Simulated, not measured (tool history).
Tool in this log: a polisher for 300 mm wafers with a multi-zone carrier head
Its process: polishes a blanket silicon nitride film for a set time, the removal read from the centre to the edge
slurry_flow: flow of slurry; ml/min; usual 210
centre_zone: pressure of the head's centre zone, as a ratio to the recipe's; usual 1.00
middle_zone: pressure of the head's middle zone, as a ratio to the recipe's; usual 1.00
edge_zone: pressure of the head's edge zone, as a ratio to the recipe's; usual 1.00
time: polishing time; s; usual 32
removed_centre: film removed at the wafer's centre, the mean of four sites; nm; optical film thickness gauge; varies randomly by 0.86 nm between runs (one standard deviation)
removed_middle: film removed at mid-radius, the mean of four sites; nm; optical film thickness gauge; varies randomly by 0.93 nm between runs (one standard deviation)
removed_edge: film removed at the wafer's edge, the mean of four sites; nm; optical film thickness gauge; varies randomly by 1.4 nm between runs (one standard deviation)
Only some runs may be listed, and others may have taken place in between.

run,day,slurry_flow,centre_zone,middle_zone,edge_zone,time,"incoming thickness of the incoming film, nm",removed_centre,removed_middle,removed_edge
1,0.000,210,1.00,1.00,1.00,32,409.0,108.5,108.4,108.9
2,0.417,210,1.00,1.00,1.00,32,402.3,109.2,105.9,110.9
3,1.038,210,1.00,1.00,1.00,32,393.6,108.0,105.8,108.5
4,1.746,210,1.00,1.00,0.92,32,393.6,107.9,105.8,105.2
5,2.092,210,1.00,1.00,0.92,32,399.2,107.1,105.5,103.9
# day 3.388: slurry nozzle cleaned
# day 3.500: edge zone pressure recalibrated
# day 3.988: centre zone pressure recalibrated
6,4.246,210,1.00,1.00,1.00,32,400.1,101.9,99.3,102.7
# day 4.654: carrier head's membrane replaced by a new one
7,4.688,210,1.00,1.00,1.00,32,403.7,101.8,98.0,101.1
# day 4.962: worn pad replaced by a new one
8,5.038,210,1.08,1.00,1.00,32,402.7,100.9,91.0,95.3
9,5.712,160,1.07,1.00,1.00,32,394.1,94.5,87.4,89.9
10,6.175,210,1.00,1.00,1.00,32,404.5,93.2,91.8,93.6
11,6.429,155,1.00,0.96,1.00,35,403.8,94.2,91.9,97.8
# day 6.700: worn pad replaced by a new one, repeated, since the last time left the tool worse
12,6.758,210,1.00,1.00,1.00,32,398.8,109.2,105.8,108.9
13,7.025,255,0.90,0.92,1.00,29,397.9,91.0,91.9,100.9
14,7.358,210,1.00,1.00,1.12,25,397.4,84.5,82.7,89.9
15,7.708,210,0.95,1.08,1.07,32,401.4,101.4,113.0,110.7
16,8.204,210,1.00,1.00,1.05,29,398.4,96.7,95.4,100.1

Alternative continuations, all from the tool just after run 16; predict every row:
A,8.221,210,1.00,1.00,1.00,32,403.1,?,?,?
B,8.221,210,1.04,0.89,1.06,35,403.1,?,?,?
C,8.221,255,1.00,1.00,1.00,28,403.1,?,?,?
D,8.221,250,1.00,1.00,1.00,32,403.1,?,?,?
E,8.221,170,1.00,1.00,1.00,32,403.1,?,?,?

run,removed_centre,removed_middle,removed_edge
A,105.7,105.3,105.6
B,120.0,104.5,119.0
C,95.2,94.6,94.2
D,108.5,107.9,107.5
E,101.5,101.6,102.8
With no hidden state in the tool, these same runs would have given:
run,removed_centre,removed_middle,removed_edge
A,108.1,107.7,108.0
B,122.7,106.9,121.7
C,97.4,96.8,96.4
D,111.0,110.3,109.9
E,103.8,103.9,105.2

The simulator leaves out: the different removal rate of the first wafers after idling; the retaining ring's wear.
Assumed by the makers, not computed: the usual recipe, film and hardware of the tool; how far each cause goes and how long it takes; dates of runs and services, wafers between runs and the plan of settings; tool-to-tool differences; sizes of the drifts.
